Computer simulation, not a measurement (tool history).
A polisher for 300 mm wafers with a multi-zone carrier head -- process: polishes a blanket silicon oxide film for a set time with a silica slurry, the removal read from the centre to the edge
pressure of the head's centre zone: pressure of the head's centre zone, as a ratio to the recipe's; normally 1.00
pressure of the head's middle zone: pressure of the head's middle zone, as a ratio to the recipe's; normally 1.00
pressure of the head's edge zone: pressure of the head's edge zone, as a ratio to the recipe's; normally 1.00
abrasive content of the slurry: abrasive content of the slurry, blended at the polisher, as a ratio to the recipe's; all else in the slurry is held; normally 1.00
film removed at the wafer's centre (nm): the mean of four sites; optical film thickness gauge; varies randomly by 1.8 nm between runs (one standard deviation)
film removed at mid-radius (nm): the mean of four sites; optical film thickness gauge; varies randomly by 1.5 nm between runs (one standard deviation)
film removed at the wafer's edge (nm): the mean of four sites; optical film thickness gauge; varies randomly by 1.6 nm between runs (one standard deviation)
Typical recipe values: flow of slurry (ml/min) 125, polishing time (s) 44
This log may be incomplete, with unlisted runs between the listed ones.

run	hour	flow of slurry (ml/min)	pressure of the head's centre zone	pressure of the head's middle zone	pressure of the head's edge zone	abrasive content of the slurry	polishing time (s)	wafers since the last listed run	wafers polished on this pad	hours since the slurry nozzle was cleaned	hours since the centre zone pressure was calibrated	hours since the edge zone pressure was calibrated	hours since the carrier head's membrane was replaced	incoming thickness of the incoming film, nm	film removed at the wafer's centre (nm)	film removed at mid-radius (nm)	film removed at the wafer's edge (nm)
1	0.0	125	1.00	1.00	1.00	1.00	44	0	410	161.3	925.7	1229.4	2030.6	880.4	144.4	141.6	140.7
2	8.5	125	1.00	1.00	1.00	1.00	44	107	517	169.8	934.2	1237.9	2039.1	869.9	139.9	137.6	138.4
3	17.0	125	1.07	1.00	1.00	1.00	51	107	624	178.3	942.7	1246.4	2047.6	899.0	168.1	155.0	152.3
# hour 36.0: worn pad replaced by a new one, of another model than before
4	57.5	125	1.07	1.00	1.00	1.00	51	460	270	218.8	983.2	1286.9	2088.1	882.8	181.0	166.5	162.8
5	69.8	125	1.07	1.00	1.00	1.00	51	155	425	231.1	995.5	1299.2	2100.4	891.7	176.2	159.5	159.3
6	81.9	125	0.90	1.00	1.00	1.00	44	152	578	243.2	1007.6	1311.3	2112.5	883.7	120.6	134.3	131.1
# hour 90.2: worn pad replaced by a new one
7	94.6	125	0.90	1.00	1.00	1.00	44	109	55	255.9	1020.3	1324.0	2125.2	889.7	134.1	147.7	145.5
8	102.6	125	0.90	1.00	1.00	1.00	44	100	156	263.9	1028.3	1332.0	2133.2	895.5	132.9	143.3	146.1
# hour 118.0: carrier head's membrane replaced by a new one
9	119.9	125	0.90	1.00	1.00	1.00	44	155	311	281.2	1045.6	1349.3	1.9	876.9	130.7	141.5	144.4
10	132.6	155	1.00	1.00	1.00	1.00	44	160	471	293.9	1058.3	1362.0	14.6	887.7	150.9	147.8	143.1
11	144.2	90	1.11	0.94	1.00	1.00	54	146	617	305.5	1069.9	1373.6	26.2	900.5	156.6	133.5	148.7
# hour 147.8: edge zone pressure recalibrated
12	153.0	125	1.00	1.00	1.00	1.00	44	85	703	314.3	1078.7	5.2	35.0	874.3	128.1	127.6	128.8
# hour 157.9: worn pad replaced by a new one
13	168.2	95	1.00	1.00	0.95	1.25	44	141	129	329.5	1093.9	20.4	50.2	878.5	144.6	145.0	143.8
14	182.6	125	1.00	0.92	1.06	1.00	44	181	311	343.9	1108.3	34.8	64.6	887.0	145.1	139.1	148.0
# hour 184.9: centre zone pressure recalibrated
# hour 190.3: slurry nozzle cleaned
15	190.8	125	1.00	0.94	1.00	1.00	53	65	376	0.5	5.9	43.0	72.8	882.9	171.0	167.6	168.3
16	197.5	125	1.00	1.00	1.07	1.00	54	84	461	7.2	12.6	49.7	79.5	892.0	173.8	172.1	174.7
17	213.9	125	1.00	1.00	1.00	1.00	44	206	667	23.6	29.0	66.1	95.9	902.9	132.8	131.0	133.1
# hour 219.9: worn pad replaced by a new one
18	231.7	150	1.00	1.00	1.00	0.75	50	173	148	41.4	46.8	83.9	113.7	876.9	153.3	150.8	147.6
19	246.4	110	1.00	1.00	1.00	1.00	36	185	333	56.1	61.5	98.6	128.4	886.0	110.7	111.8	111.7
20	255.7	125	1.00	1.00	1.00	1.00	44	117	450	65.4	70.8	107.9	137.7	898.3	139.7	140.6	135.9
21	269.8	125	1.00	1.00	1.08	1.00	44	177	628	79.5	84.9	122.0	151.8	883.8	133.0	133.4	138.6

What if the next run were any one of these 4? Each begins from the tool's condition after run 21:
A	270.2	125	1.00	1.00	1.00	1.00	44	5	633	79.9	85.3	122.4	152.2	872.8	?	?	?
B	270.2	125	1.07	1.00	1.00	1.00	38	5	633	79.9	85.3	122.4	152.2	872.8	?	?	?
C	270.2	125	1.00	1.00	1.09	0.90	32	5	633	79.9	85.3	122.4	152.2	872.8	?	?	?
D	270.2	125	0.92	1.00	1.00	1.00	53	5	633	79.9	85.3	122.4	152.2	872.8	?	?	?

run	film removed at the wafer's centre (nm)	film removed at mid-radius (nm)	film removed at the wafer's edge (nm)
A	132.3	133.3	130.2
B	122.2	115.1	112.4
C	91.6	92.3	94.0
D	146.9	160.7	156.8
What these runs would have given with no unlogged condition in the tool:
run	film removed at the wafer's centre (nm)	film removed at mid-radius (nm)	film removed at the wafer's edge (nm)
A	148.6	149.8	146.2
B	137.2	129.3	126.3
C	102.9	103.7	105.6
D	165.0	180.5	176.1
